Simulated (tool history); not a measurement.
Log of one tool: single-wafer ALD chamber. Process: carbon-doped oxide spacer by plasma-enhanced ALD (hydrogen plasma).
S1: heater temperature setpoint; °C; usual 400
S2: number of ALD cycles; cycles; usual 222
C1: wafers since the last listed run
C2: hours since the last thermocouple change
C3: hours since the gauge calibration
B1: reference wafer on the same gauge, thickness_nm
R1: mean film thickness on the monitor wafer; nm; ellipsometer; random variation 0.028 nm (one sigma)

run,hour,S1,S2,C1,C2,C3,B1,R1
1,0,395,222,0,796.4,185.8,11.859,11.212
2,26.4,395,222,37,822.8,212.2,11.848,11.183
3,62,395,222,50,858.4,247.8,11.83,11.156
4,85.8,400,222,33,882.2,271.6,11.799,11.122
5,99.2,400,222,18,895.6,285,11.79,11.096
6,125.4,400,222,36,921.8,311.2,11.759,11.107
# hour 135.3: gauge calibrated
7,151.4,400,222,36,947.8,16.1,11.876,11.204
8,182.7,392,195,43,979.1,47.4,11.883,9.908
# hour 195.1: thermocouple changed; heater temperature recalibrated
9,213.8,386,240,32,18.7,78.5,11.878,12.089
10,242.9,400,222,40,47.8,107.6,11.861,11.17
11,277.2,407,190,48,82.1,141.9,11.849,9.365
12,302.9,409,265,36,107.8,167.6,11.834,12.975
13,336.1,396,186,46,141,200.8,11.82,9.374
14,359.9,406,253,33,164.8,224.6,11.801,12.398
15,374.6,400,222,20,179.5,239.3,11.784,11.131

Measured less the same run without the tool's hidden state. The same run-to-run variation is in both; the gauge's scatter may not be:
The hidden state here: wafer temperature above the value expected at the setpoint (K); gauge reads high (%).
run,R1
1,-0.04
2,-0.055
3,-0.081
4,-0.099
5,-0.11
6,-0.134
7,-0.017
8,-0.018
9,-0.028
10,-0.035
11,-0.04
12,-0.07
13,-0.066
14,-0.104
15,-0.104

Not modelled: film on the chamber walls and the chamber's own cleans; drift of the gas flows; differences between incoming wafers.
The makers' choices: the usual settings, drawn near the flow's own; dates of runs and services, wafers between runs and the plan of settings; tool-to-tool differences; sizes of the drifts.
